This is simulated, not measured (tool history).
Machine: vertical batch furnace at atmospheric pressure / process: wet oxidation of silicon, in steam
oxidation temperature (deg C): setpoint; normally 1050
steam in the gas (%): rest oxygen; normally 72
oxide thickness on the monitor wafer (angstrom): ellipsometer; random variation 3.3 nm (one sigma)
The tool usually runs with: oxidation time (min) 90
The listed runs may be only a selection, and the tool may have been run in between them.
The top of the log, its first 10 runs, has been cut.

| run | hour | oxidation temperature (deg C) | oxidation time (min) | steam in the gas (%) | read-back reference wafer on the same gauge, thickness | oxide thickness on the monitor wafer (angstrom) |
|---|---|---|---|---|---|---|
| 11 | 684.9 | 1050 | 90 | 65 | 631.28 | 5361.7 |
| 12 | 751.1 | 1050 | 90 | 72 | 630.59 | 5642.5 |
| 13 | 821.3 | 1050 | 90 | 72 | 630.83 | 5717.6 |
| 14 | 864 | 1050 | 90 | 72 | 630.58 | 5669.4 |
| 15 | 956.4 | 1039 | 90 | 72 | 631.06 | 5285.3 |
| 16 | 992.9 | 1050 | 90 | 72 | 630.57 | 5613.3 |
| 17 | 1085.8 | 1050 | 90 | 72 | 630.23 | 5610.4 |
| 18 | 1158.1 | 1050 | 90 | 72 | 630.98 | 5628.4 |
| 19 | 1195.9 | 1050 | 90 | 72 | 630.37 | 5535.7 |
| 20 | 1274.9 | 1068 | 116 | 72 | 630.52 | 7064.4 |
| 21 | 1333.9 | 1050 | 90 | 60 | 631.04 | 5013.3 |
| 22 | 1427.2 | 1042 | 112.5 | 72 | 630.71 | 6085.6 |
| 23 | 1510 | 1026 | 133.5 | 60 | 630.83 | 5563.9 |
| 24 | 1552.8 | 1058 | 101.5 | 72 | 630.33 | 6178.3 |
| 25 | 1590.9 | 1038 | 52.5 | 72 | 630.99 | 3744.4 |
|  | 1659.3 | gauge calibrated |
| 26 | 1665 | 1034 | 55.5 | 79 | 630.4 | 3984.8 |
|  | 1772.1 | steam generator serviced |
| 27 | 1772.6 | 1050 | 48 | 76 | 631.11 | 4022.8 |
| 28 | 2079.2 | 1050 | 90 | 72 | 630.82 | 5748.7 |

Run 29 has not been measured yet. What should we expect?
|  | 2131.5 | thermocouples replaced and temperature profile calibrated |
| 29 | 2132 | 1032 | 115.5 | 72 | ? | ? |

Run 29 produced read-back reference wafer on the same gauge, thickness 630.86, oxide thickness on the monitor wafer (angstrom) 6122.9.
Take away the tool's hidden state, keep the run-to-run variation as it was, and the same run would have given oxide thickness on the monitor wafer (angstrom) 6126.9.
